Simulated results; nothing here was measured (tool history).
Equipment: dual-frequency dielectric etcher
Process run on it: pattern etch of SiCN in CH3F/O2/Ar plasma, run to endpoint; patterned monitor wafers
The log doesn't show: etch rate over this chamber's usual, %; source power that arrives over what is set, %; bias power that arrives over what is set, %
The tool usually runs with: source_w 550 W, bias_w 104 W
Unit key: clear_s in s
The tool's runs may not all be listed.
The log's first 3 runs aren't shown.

run	hour	source_w	bias_w	wafers since the last listed run	hours since the last wet clean	hours since the last source power generator calibration	hours since the last bias power generator calibration	hours since the last upper electrode change	incoming incoming film thickness, nm	clear_s
# hour 176.6: wet clean of the chamber
4	230.3	610	104	1401	53.7	3883	3056.9	429.1	9.33	19.2
5	307.9	590	104	1427	131.3	3960.6	3134.5	506.7	9.34	19.3
6	361.5	590	104	985	184.9	4014.2	3188.1	560.3	9.39	19.5
7	419.6	550	89	1068	243	4072.3	3246.2	618.4	9.3	20.9
8	468.5	550	89	899	291.9	4121.2	3295.1	667.3	9.37	21.1
9	533.5	550	89	1195	356.9	4186.2	3360.1	732.3	9.27	20.7
10	592.2	550	104	1079	415.6	4244.9	3418.8	791	9.43	19.7
11	634.8	550	104	783	458.2	4287.5	3461.4	833.6	9.32	19.4
12	687	550	104	960	510.4	4339.7	3513.6	885.8	9.38	19.6
# hour 740.1: bias power generator calibrated
# hour 764.9: wet clean of the chamber
13	765.4	580	104	927	0.5	4418.1	25.3	964.2	9.41	20.1
14	829.6	640	104	1180	64.7	4482.3	89.5	1028.4	9.47	19.6
15	910.9	640	104	1495	146	4563.6	170.8	1109.7	9.37	19.3
16	991	550	121	1473	226.1	4643.7	250.9	1189.8	9.51	19.1
17	1069.8	550	97	1449	304.9	4722.5	329.7	1268.6	9.42	20.6
# hour 1104.6: source power generator calibrated
18	1166.2	550	104	1699	401.3	61.6	426.1	1365	9.44	20
# hour 1265.6: wet clean of the chamber
19	1266.1	650	104	1396	0.5	161.5	526	1464.9	9.33	19.1
20	1347.3	430	104	1493	81.7	242.7	607.2	1546.1	9.33	21.2
21	1455.1	550	104	1982	189.5	350.5	715	1653.9	9.47	20.2
22	1491.8	510	104	675	226.2	387.2	751.7	1690.6	9.43	20.4
23	1580.6	450	97	1633	315	476	840.5	1779.4	9.39	21.5
24	1619.3	550	104	711	353.7	514.7	879.2	1818.1	9.43	19.9
# hour 1704: upper electrode replaced
25	1717.7	650	127	1368	452.1	613.1	977.6	13.7	9.36	17.3
# hour 1784.7: wet clean of the chamber
26	1808.8	550	104	1234	24.1	704.2	1068.7	104.8	9.51	20.3

What does the tool deliver on the next run?
27	1912.7	550	104	1911	128	808.1	1172.6	208.7	9.45	?

{"run 27": {"clear_s": 20}}
Minus the tool's unlogged condition, the same run would have read clear_s 20.5 s.
